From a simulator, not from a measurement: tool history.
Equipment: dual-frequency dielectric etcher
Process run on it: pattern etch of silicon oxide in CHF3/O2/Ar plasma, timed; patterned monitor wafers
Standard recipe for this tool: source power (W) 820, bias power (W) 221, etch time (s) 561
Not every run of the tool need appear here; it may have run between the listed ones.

run,day,source power (W),bias power (W),etch time (s),"read-back reference wafer on the same gauge, depth_nm",mean etch depth across the wafer (nm)
1,0,950,221,561,1182.2,1251.1
2,0.612,820,221,457,1178.4,949.6
3,2.308,740,221,561,1180.5,1092.2
# day 4.196: wet clean of the chamber
# day 4.658: upper electrode replaced
4,4.679,740,221,561,1181.1,1164
5,4.696,740,221,561,1180.6,1163.4
6,4.838,820,221,561,1178.2,1228.1
# day 5.208: gauge calibrated
# day 5.512: source power generator calibrated
7,5.767,820,221,561,1178.9,1216.8
8,6.825,820,221,561,1180.7,1207.9
9,7.583,940,203,561,1180.3,1275.1
10,8.092,640,221,561,1180,1067.6

For run 11, what comes out?
# day 8.65: bias power generator calibrated
11,8.671,820,221,561,?,?

read-back reference wafer on the same gauge, depth_nm: 1179.5
mean etch depth across the wafer (nm): 1211.4
With the hidden condition absent and the run-to-run variation left alone, this run would have shown mean etch depth across the wafer (nm) 1227.2.
